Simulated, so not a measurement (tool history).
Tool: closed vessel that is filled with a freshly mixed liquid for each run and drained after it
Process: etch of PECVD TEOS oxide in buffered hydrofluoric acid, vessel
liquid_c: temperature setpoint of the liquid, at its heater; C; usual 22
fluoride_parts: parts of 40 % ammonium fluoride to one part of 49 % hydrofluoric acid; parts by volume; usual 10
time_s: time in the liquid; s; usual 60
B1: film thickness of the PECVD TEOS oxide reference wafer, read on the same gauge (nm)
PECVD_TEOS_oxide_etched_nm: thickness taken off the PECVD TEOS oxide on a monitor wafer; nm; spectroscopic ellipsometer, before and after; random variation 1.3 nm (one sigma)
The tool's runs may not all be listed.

run 1 hour=0 | liquid_c=22 fluoride_parts=10 time_s=60 | B1=130 | PECVD_TEOS_oxide_etched_nm=138.69
run 2 hour=21.6 | liquid_c=22 fluoride_parts=10 time_s=60 | B1=130 | PECVD_TEOS_oxide_etched_nm=139.76
run 3 hour=36.6 | liquid_c=22 fluoride_parts=10 time_s=60 | B1=130.01 | PECVD_TEOS_oxide_etched_nm=137.1
run 4 hour=59.7 | liquid_c=22 fluoride_parts=10 time_s=60 | B1=130.02 | PECVD_TEOS_oxide_etched_nm=139.43
run 5 hour=156.8 | liquid_c=22 fluoride_parts=10 time_s=55 | B1=129.98 | PECVD_TEOS_oxide_etched_nm=129
run 6 hour=181.8 | liquid_c=22 fluoride_parts=10 time_s=60 | B1=129.98 | PECVD_TEOS_oxide_etched_nm=141.54
run 7 hour=200.9 | liquid_c=22 fluoride_parts=10 time_s=60 | B1=130 | PECVD_TEOS_oxide_etched_nm=137.98
run 8 hour=283.6 | liquid_c=22 fluoride_parts=10 time_s=60 | B1=129.99 | PECVD_TEOS_oxide_etched_nm=140.9
run 9 hour=319.6 | liquid_c=22 fluoride_parts=10 time_s=60 | B1=130 | PECVD_TEOS_oxide_etched_nm=139.19
run 10 hour=347.3 | liquid_c=22 fluoride_parts=10 time_s=60 | B1=130 | PECVD_TEOS_oxide_etched_nm=138.57
run 11 hour=378 | liquid_c=22 fluoride_parts=8.5 time_s=60 | B1=130 | PECVD_TEOS_oxide_etched_nm=158.24
run 12 hour=408.5 | liquid_c=22 fluoride_parts=8.5 time_s=60 | B1=130.01 | PECVD_TEOS_oxide_etched_nm=157.29
run 13 hour=430.7 | liquid_c=22 fluoride_parts=8.5 time_s=60 | B1=129.98 | PECVD_TEOS_oxide_etched_nm=159.07
run 14 hour=460.6 | liquid_c=22 fluoride_parts=10 time_s=60 | B1=130.01 | PECVD_TEOS_oxide_etched_nm=138.37
run 15 hour=495.7 | liquid_c=22 fluoride_parts=10 time_s=60 | B1=129.99 | PECVD_TEOS_oxide_etched_nm=139.25
run 16 hour=529.4 | liquid_c=18 fluoride_parts=8.5 time_s=90 | B1=130 | PECVD_TEOS_oxide_etched_nm=192.68
run 17 hour=555 | liquid_c=20 fluoride_parts=10 time_s=60 | B1=130.01 | PECVD_TEOS_oxide_etched_nm=126.08
run 18 hour=588 | liquid_c=26 fluoride_parts=10 time_s=60 | B1=130 | PECVD_TEOS_oxide_etched_nm=172.96
run 19 hour=600.3 | liquid_c=22 fluoride_parts=10 time_s=60 | B1=130 | PECVD_TEOS_oxide_etched_nm=139.12
run 20 hour=630.1 | liquid_c=18 fluoride_parts=12 time_s=30 | B1=129.99 | PECVD_TEOS_oxide_etched_nm=47.44
run 21 hour=664.4 | liquid_c=22 fluoride_parts=10 time_s=60 | B1=130 | PECVD_TEOS_oxide_etched_nm=139.84
run 22 hour=694.9 | liquid_c=18.5 fluoride_parts=9 time_s=45 | B1=130.01 | PECVD_TEOS_oxide_etched_nm=92
run 23 hour=711 | liquid_c=22 fluoride_parts=10 time_s=60 | B1=130.02 | PECVD_TEOS_oxide_etched_nm=140.58
run 24 hour=730.7 | liquid_c=20 fluoride_parts=13.5 time_s=75 | B1=129.99 | PECVD_TEOS_oxide_etched_nm=116.66
run 25 hour=757.1 | liquid_c=22 fluoride_parts=8 time_s=85 | B1=129.98 | PECVD_TEOS_oxide_etched_nm=241.96
run 26 hour=771.9 | liquid_c=24.5 fluoride_parts=12 time_s=80 | B1=130.01 | PECVD_TEOS_oxide_etched_nm=179.22
run 27 hour=800.1 | liquid_c=22 fluoride_parts=10 time_s=90 | B1=129.99 | PECVD_TEOS_oxide_etched_nm=210.97
run 28 hour=817.8 | liquid_c=22 fluoride_parts=10 time_s=60 | B1=129.99 | PECVD_TEOS_oxide_etched_nm=139.43
run 29 hour=847.6 | liquid_c=18 fluoride_parts=12 time_s=30 | B1=129.99 | PECVD_TEOS_oxide_etched_nm=46.19
run 30 hour=861.5 | liquid_c=22 fluoride_parts=12 time_s=60 | B1=130 | PECVD_TEOS_oxide_etched_nm=115.84
run 31 hour=882.9 | liquid_c=20 fluoride_parts=9 time_s=90 | B1=130.02 | PECVD_TEOS_oxide_etched_nm=200.52
run 32 hour=900.3 | liquid_c=24 fluoride_parts=12 time_s=70 | B1=130.01 | PECVD_TEOS_oxide_etched_nm=154.01

Taken out of this log: 3 entries between the listed runs. Where each belongs, and how the hidden state differs across it:
Between runs 11 and 12: hydrofluoric acid flow meter replaced (hour 384.6)
  no hidden state differs between the two runs
Between runs 13 and 14: gauge calibrated (hour 445.1)
  no hidden state differs between the two runs
Between runs 22 and 23: thermometer replaced (hour 700.6)
  no hidden state differs between the two runs
